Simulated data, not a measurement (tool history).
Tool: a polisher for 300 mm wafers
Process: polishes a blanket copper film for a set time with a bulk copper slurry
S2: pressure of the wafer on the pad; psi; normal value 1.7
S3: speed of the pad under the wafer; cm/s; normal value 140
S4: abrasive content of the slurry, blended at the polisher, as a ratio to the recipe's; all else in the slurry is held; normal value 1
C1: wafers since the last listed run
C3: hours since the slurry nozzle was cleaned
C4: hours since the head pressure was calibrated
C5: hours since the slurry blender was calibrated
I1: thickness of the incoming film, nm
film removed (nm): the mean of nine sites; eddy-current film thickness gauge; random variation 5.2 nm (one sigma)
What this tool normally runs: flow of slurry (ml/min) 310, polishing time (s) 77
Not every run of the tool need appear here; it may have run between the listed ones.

{"run": 1, "hour": 0.0, "flow of slurry (ml/min)": 310, "S2": 1.7, "S3": 140, "S4": 1, "polishing time (s)": 77, "C1": 0, "wafers polished on this pad": 137, "C3": 499.8, "C4": 76.2, "C5": 92.3, "I1": 4172.1, "film removed (nm)": 572.6}
{"run": 2, "hour": 20.0, "flow of slurry (ml/min)": 375, "S2": 1.7, "S3": 140, "S4": 1, "polishing time (s)": 77, "C1": 222, "wafers polished on this pad": 359, "C3": 519.8, "C4": 96.2, "C5": 112.3, "I1": 4120.4, "film removed (nm)": 590.6}
{"run": 3, "hour": 43.7, "flow of slurry (ml/min)": 375, "S2": 1.7, "S3": 140, "S4": 1, "polishing time (s)": 77, "C1": 263, "wafers polished on this pad": 623, "C3": 543.5, "C4": 119.9, "C5": 136, "I1": 4199.2, "film removed (nm)": 598.1}
{"run": 4, "hour": 69.3, "flow of slurry (ml/min)": 375, "S2": 1.7, "S3": 140, "S4": 1, "polishing time (s)": 77, "C1": 284, "wafers polished on this pad": 908, "C3": 569.1, "C4": 145.5, "C5": 161.6, "I1": 4141, "film removed (nm)": 583.6}
{"hour": 98.1, "done": "slurry blender recalibrated"}
{"run": 5, "hour": 98.6, "flow of slurry (ml/min)": 310, "S2": 1.7, "S3": 140, "S4": 1, "polishing time (s)": 93, "C1": 303, "wafers polished on this pad": 1211, "C3": 598.4, "C4": 174.8, "C5": 0.5, "I1": 4171, "film removed (nm)": 717.6}
{"run": 6, "hour": 114.3, "flow of slurry (ml/min)": 310, "S2": 1.7, "S3": 140, "S4": 1, "polishing time (s)": 77, "C1": 174, "wafers polished on this pad": 1386, "C3": 614.1, "C4": 190.5, "C5": 16.2, "I1": 4139.7, "film removed (nm)": 577}
{"hour": 142.2, "done": "slurry nozzle cleaned"}
{"hour": 210.9, "done": "worn pad replaced by a new one"}
{"run": 7, "hour": 215.0, "flow of slurry (ml/min)": 310, "S2": 1.7, "S3": 140, "S4": 1, "polishing time (s)": 77, "C1": 1064, "wafers polished on this pad": 46, "C3": 72.8, "C4": 291.2, "C5": 116.9, "I1": 4124.5, "film removed (nm)": 583.6}
{"run": 8, "hour": 247.8, "flow of slurry (ml/min)": 310, "S2": 1.7, "S3": 140, "S4": 1, "polishing time (s)": 77, "C1": 364, "wafers polished on this pad": 411, "C3": 105.6, "C4": 324, "C5": 149.7, "I1": 4136.2, "film removed (nm)": 580.6}
{"run": 9, "hour": 260.1, "flow of slurry (ml/min)": 310, "S2": 1.7, "S3": 140, "S4": 1, "polishing time (s)": 77, "C1": 136, "wafers polished on this pad": 547, "C3": 117.9, "C4": 336.3, "C5": 162, "I1": 4133.2, "film removed (nm)": 576.1}
{"run": 10, "hour": 281.1, "flow of slurry (ml/min)": 310, "S2": 1.7, "S3": 140, "S4": 1, "polishing time (s)": 77, "C1": 233, "wafers polished on this pad": 781, "C3": 138.9, "C4": 357.3, "C5": 183, "I1": 4145.5, "film removed (nm)": 584.2}
{"run": 11, "hour": 297.9, "flow of slurry (ml/min)": 340, "S2": 1.7, "S3": 184, "S4": 0.85, "polishing time (s)": 86, "C1": 186, "wafers polished on this pad": 968, "C3": 155.7, "C4": 374.1, "C5": 199.8, "I1": 4212.1, "film removed (nm)": 759.8}
{"hour": 300.3, "done": "slurry blender recalibrated"}
{"run": 12, "hour": 321.0, "flow of slurry (ml/min)": 310, "S2": 1.7, "S3": 170, "S4": 1, "polishing time (s)": 77, "C1": 234, "wafers polished on this pad": 1203, "C3": 178.8, "C4": 397.2, "C5": 20.7, "I1": 4130.8, "film removed (nm)": 677.3}
{"hour": 328.2, "done": "head pressure recalibrated"}
{"run": 13, "hour": 342.9, "flow of slurry (ml/min)": 310, "S2": 1.7, "S3": 140, "S4": 1, "polishing time (s)": 77, "C1": 221, "wafers polished on this pad": 1424, "C3": 200.7, "C4": 14.7, "C5": 42.6, "I1": 4202.2, "film removed (nm)": 582.6}
{"run": 14, "hour": 375.5, "flow of slurry (ml/min)": 310, "S2": 1.7, "S3": 140, "S4": 1, "polishing time (s)": 77, "C1": 362, "wafers polished on this pad": 1787, "C3": 233.3, "C4": 47.3, "C5": 75.2, "I1": 4066.9, "film removed (nm)": 575.3}
{"run": 15, "hour": 395.5, "flow of slurry (ml/min)": 375, "S2": 1.7, "S3": 140, "S4": 1, "polishing time (s)": 77, "C1": 222, "wafers polished on this pad": 2009, "C3": 253.3, "C4": 67.3, "C5": 95.2, "I1": 4159.4, "film removed (nm)": 595.7}
{"run": 16, "hour": 419.4, "flow of slurry (ml/min)": 310, "S2": 1.7, "S3": 104, "S4": 1, "polishing time (s)": 58, "C1": 265, "wafers polished on this pad": 2275, "C3": 277.2, "C4": 91.2, "C5": 119.1, "I1": 4141.4, "film removed (nm)": 347.4}
{"run": 17, "hour": 438.5, "flow of slurry (ml/min)": 310, "S2": 1.9, "S3": 140, "S4": 1, "polishing time (s)": 77, "C1": 212, "wafers polished on this pad": 2488, "C3": 296.3, "C4": 110.3, "C5": 138.2, "I1": 4068.7, "film removed (nm)": 653.6}
{"hour": 452.6, "done": "worn pad replaced by a new one"}
{"run": 18, "hour": 463.0, "flow of slurry (ml/min)": 310, "S2": 1.7, "S3": 124, "S4": 1, "polishing time (s)": 77, "C1": 228, "wafers polished on this pad": 115, "C3": 320.8, "C4": 134.8, "C5": 162.7, "I1": 4142.8, "film removed (nm)": 527}
{"run": 19, "hour": 479.8, "flow of slurry (ml/min)": 360, "S2": 1.7, "S3": 108, "S4": 0.7, "polishing time (s)": 77, "C1": 186, "wafers polished on this pad": 302, "C3": 337.6, "C4": 151.6, "C5": 179.5, "I1": 4135.9, "film removed (nm)": 436.2}

Run 20 is up next; what results do you expect?
{"hour": 508.9, "done": "slurry blender recalibrated"}
{"run": 20, "hour": 559.8, "flow of slurry (ml/min)": 310, "S2": 1.7, "S3": 140, "S4": 1, "polishing time (s)": 77, "C1": 867, "wafers polished on this pad": 1170, "C3": 417.6, "C4": 231.6, "C5": 50.9, "I1": 4048.2, "film removed (nm)": "?"}

{"run 20": {"film removed (nm)": 576.3}}
With no hidden state in the tool, this same run would have given film removed (nm) 576.3.
